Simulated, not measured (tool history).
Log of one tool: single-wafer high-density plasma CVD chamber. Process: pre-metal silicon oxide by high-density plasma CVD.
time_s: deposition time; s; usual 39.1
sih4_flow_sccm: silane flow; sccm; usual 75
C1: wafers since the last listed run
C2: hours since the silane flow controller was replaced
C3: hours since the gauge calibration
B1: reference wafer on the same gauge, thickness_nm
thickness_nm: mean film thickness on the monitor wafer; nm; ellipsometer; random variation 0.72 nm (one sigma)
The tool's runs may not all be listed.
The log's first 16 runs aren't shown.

run 17 hour=399.7 | time_s=33.1 sih4_flow_sccm=64 | C1=397 C2=2847.1 C3=409.1 | B1=321.992 | thickness_nm=200.9
run 18 hour=415.8 | time_s=45.4 sih4_flow_sccm=84 | C1=385 C2=2863.2 C3=425.2 | B1=321.966 | thickness_nm=362.054
run 19 hour=430.8 | time_s=39.1 sih4_flow_sccm=75 | C1=359 C2=2878.2 C3=440.2 | B1=321.979 | thickness_nm=277.561
run 20 hour=463.1 | time_s=41.2 sih4_flow_sccm=89 | C1=774 C2=2910.5 C3=472.5 | B1=321.935 | thickness_nm=346.231
run 21 hour=485.3 | time_s=39.1 sih4_flow_sccm=75 | C1=532 C2=2932.7 C3=494.7 | B1=321.982 | thickness_nm=276.621
run 22 hour=516.1 | time_s=34.6 sih4_flow_sccm=75 | C1=738 C2=2963.5 C3=525.5 | B1=321.83 | thickness_nm=245.521
run 23 hour=534.9 | time_s=39.1 sih4_flow_sccm=75 | C1=450 C2=2982.3 C3=544.3 | B1=322.013 | thickness_nm=275.075
-- hour=565.4 gauge calibrated
run 24 hour=568.6 | time_s=39.1 sih4_flow_sccm=69 | C1=807 C2=3016 C3=3.2 | B1=322.058 | thickness_nm=254.07
-- hour=595.3 silane flow controller replaced
run 25 hour=665 | time_s=31.3 sih4_flow_sccm=75 | C1=2118 C2=69.7 C3=99.6 | B1=322.132 | thickness_nm=231.445
run 26 hour=688.9 | time_s=42.2 sih4_flow_sccm=84 | C1=572 C2=93.6 C3=123.5 | B1=322.055 | thickness_nm=351.448
run 27 hour=722 | time_s=31.5 sih4_flow_sccm=89 | C1=793 C2=126.7 C3=156.6 | B1=322.02 | thickness_nm=277.281
run 28 hour=757.1 | time_s=44 sih4_flow_sccm=79 | C1=841 C2=161.8 C3=191.7 | B1=322.075 | thickness_nm=341.365
run 29 hour=770.8 | time_s=41.7 sih4_flow_sccm=66 | C1=328 C2=175.5 C3=205.4 | B1=321.975 | thickness_nm=273.008
run 30 hour=789.8 | time_s=37 sih4_flow_sccm=63 | C1=455 C2=194.5 C3=224.4 | B1=322.067 | thickness_nm=230.184
run 31 hour=808.5 | time_s=39.1 sih4_flow_sccm=71 | C1=448 C2=213.2 C3=243.1 | B1=322.04 | thickness_nm=275.374
run 32 hour=830.2 | time_s=33.6 sih4_flow_sccm=81 | C1=520 C2=234.9 C3=264.8 | B1=321.98 | thickness_nm=267.908

5 ways to go on from here, each from the tool as it stands after run 32. What would each give?
run A hour=830.6 | time_s=39.1 sih4_flow_sccm=75 | C1=9 C2=235.3 C3=265.2 | B1=? | thickness_nm=?
run B hour=830.6 | time_s=36.2 sih4_flow_sccm=88 | C1=9 C2=235.3 C3=265.2 | B1=? | thickness_nm=?
run C hour=830.6 | time_s=44.6 sih4_flow_sccm=75 | C1=9 C2=235.3 C3=265.2 | B1=? | thickness_nm=?
run D hour=830.6 | time_s=39.1 sih4_flow_sccm=65 | C1=9 C2=235.3 C3=265.2 | B1=? | thickness_nm=?
run E hour=830.6 | time_s=39.1 sih4_flow_sccm=63 | C1=9 C2=235.3 C3=265.2 | B1=? | thickness_nm=?

run=A B1=322.11 thickness_nm=289.31
run=B B1=322.11 thickness_nm=314.279
run=C B1=322.11 thickness_nm=330.005
run=D B1=322.11 thickness_nm=250.735
run=E B1=322.11 thickness_nm=243.02
Without the tool's hidden state the same runs would have given:
run=A thickness_nm=291.577
run=B thickness_nm=316.742
run=C thickness_nm=332.591
run=D thickness_nm=252.7
run=E thickness_nm=244.924

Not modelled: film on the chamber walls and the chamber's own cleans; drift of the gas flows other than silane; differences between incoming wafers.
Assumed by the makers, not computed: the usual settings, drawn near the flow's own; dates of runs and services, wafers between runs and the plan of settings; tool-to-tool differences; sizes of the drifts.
